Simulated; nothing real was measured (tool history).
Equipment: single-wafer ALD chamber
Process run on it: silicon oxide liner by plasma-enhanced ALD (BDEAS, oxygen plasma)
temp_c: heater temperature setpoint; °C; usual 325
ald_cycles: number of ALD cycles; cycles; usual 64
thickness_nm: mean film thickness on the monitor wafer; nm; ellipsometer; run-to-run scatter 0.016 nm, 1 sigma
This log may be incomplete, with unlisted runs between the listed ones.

run   hour  temp_c  ald_cycles  read-back reference wafer on the same gauge, thickness_nm  thickness_nm
  1      0     325          64                                                      5.521          6.44
  2   27.7     325          64                                                      5.524         6.449
  3   60.1     325          64                                                      5.526         6.437
  4   84.2     325          64                                                      5.523         6.397
  5  113.4     321          64                                                       5.52         6.465
  6  135.2     325          64                                                       5.52         6.438
  7  160.9     325          64                                                      5.518         6.426
  8  206.7     325          64                                                       5.52         6.417
  9  236.2     325          56                                                      5.513         5.614
 10  280.7     312          64                                                      5.521         6.544
 11  305.6     334          64                                                      5.523         6.367
     311.4  -- gauge calibrated
     404.8  -- thermocouple changed; heater temperature recalibrated
 12  411.8     318          56                                                      5.518          5.68
 13  443.7     334          52                                                       5.52         5.179
 14  459.9     325          64                                                      5.524         6.463
 15  478.9     325          60                                                       5.52         6.052
 16    507     325          60                                                      5.523          6.03

Hidden state, per run?
wafer temperature above the value expected at the setpoint (K): 0, the same for each run
gauge reads high (%): 0, the same for each run

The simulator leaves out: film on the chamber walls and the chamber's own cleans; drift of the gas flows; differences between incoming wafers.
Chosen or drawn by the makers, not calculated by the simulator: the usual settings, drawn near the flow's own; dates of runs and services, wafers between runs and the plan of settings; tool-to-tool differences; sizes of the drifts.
